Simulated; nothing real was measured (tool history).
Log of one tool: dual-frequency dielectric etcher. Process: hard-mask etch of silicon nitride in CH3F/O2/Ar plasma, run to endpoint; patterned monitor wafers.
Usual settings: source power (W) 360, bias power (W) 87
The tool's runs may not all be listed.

run,day,source power (W),bias power (W),wafers since the last listed run,hours since the last wet clean,hours since the last source power generator calibration,hours since the last bias power generator calibration,hours since the last upper electrode change,"incoming incoming film thickness, nm",endpoint time (s)
1,0.000,360,98,0,710.9,1151.5,3031.2,5841.7,47.03,63.3
# day 2.121: wet clean of the chamber
2,2.262,360,98,263,3.4,1205.8,3085.5,5896.0,47.16,65.6
3,5.617,360,98,700,83.9,1286.3,3166.0,5976.5,46.81,64.7
4,8.633,360,87,629,156.3,1358.7,3238.4,6048.9,47.36,68.1
5,10.808,360,87,454,208.5,1410.9,3290.6,6101.1,47.29,67.7
6,14.967,360,87,868,308.3,1510.7,3390.4,6200.9,47.55,68.0
7,18.175,360,87,670,385.3,1587.7,3467.4,6277.9,47.39,67.5
# day 20.517: upper electrode replaced
8,20.538,360,87,284,442.0,1644.4,3524.1,0.5,47.23,67.1
9,24.650,360,87,858,540.7,1743.1,3622.8,99.2,47.36,67.1
10,28.038,360,87,707,622.0,1824.4,3704.1,180.5,47.08,65.9
# day 32.721: wet clean of the chamber
11,32.742,360,80,773,0.5,1937.3,3817.0,293.4,46.58,68.6
12,34.842,340,80,438,50.9,1987.7,3867.4,343.8,46.88,70.0
13,37.071,360,74,465,104.4,2041.2,3920.9,397.3,46.70,70.3
14,40.950,360,87,810,197.5,2134.3,4014.0,490.4,47.45,67.5
15,43.221,430,73,474,252.0,2188.8,4068.5,544.9,47.05,67.1
# day 44.750: bias power generator calibrated
16,46.988,360,87,751,342.4,2279.2,53.7,635.3,46.94,66.6
# day 47.350: source power generator calibrated
17,50.046,360,87,603,415.8,64.7,127.1,708.7,46.55,67.1
18,51.842,440,80,375,458.9,107.8,170.2,751.8,47.09,65.6
19,53.467,360,97,339,497.9,146.8,209.2,790.8,47.37,65.3
20,55.421,290,87,408,544.8,193.7,256.1,837.7,47.06,71.2
21,58.996,420,75,746,630.6,279.5,341.9,923.5,47.16,66.8
22,61.442,330,93,510,689.3,338.2,400.6,982.2,46.73,66.1
# day 64.071: wet clean of the chamber
23,65.150,420,98,565,25.9,427.2,489.6,1071.2,47.25,62.9
24,68.442,340,72,687,104.9,506.2,568.6,1150.2,46.99,73.8
25,72.754,430,80,900,208.4,609.7,672.1,1253.7,47.55,67.1
26,76.258,310,87,731,292.5,693.8,756.2,1337.8,46.98,70.2
27,79.133,300,87,600,361.5,762.8,825.2,1406.8,47.38,71.6
28,82.704,360,68,745,447.2,848.5,910.9,1492.5,46.96,72.1
29,86.692,360,87,832,542.9,944.2,1006.6,1588.2,47.44,67.3
30,90.062,440,101,703,623.8,1025.1,1087.5,1669.1,46.95,59.6
# day 91.383: wet clean of the chamber
31,99.779,290,72,1820,201.5,1258.3,1320.7,1902.3,47.14,76.0
32,103.817,310,95,843,298.4,1355.2,1417.6,1999.2,47.14,68.1
33,107.917,360,99,856,396.8,1453.6,1516.0,2097.6,47.30,64.6
34,110.829,400,67,608,466.7,1523.5,1585.9,2167.5,47.17,70.0
35,114.854,400,68,840,563.3,1620.1,1682.5,2264.1,47.07,69.6
36,116.946,360,97,436,613.5,1670.3,1732.7,2314.3,47.25,64.2

Forecast each of these 3 alternatives for the next run:
A,116.962,360,79,3,613.9,1670.7,1733.1,2314.7,47.22,?
B,116.962,280,100,3,613.9,1670.7,1733.1,2314.7,47.22,?
C,116.962,360,100,3,613.9,1670.7,1733.1,2314.7,47.22,?

run,endpoint time (s)
A,68.7
B,68.0
C,63.6
Without the tool's hidden state the same runs would have given:
run,endpoint time (s)
A,71.1
B,70.5
C,65.9
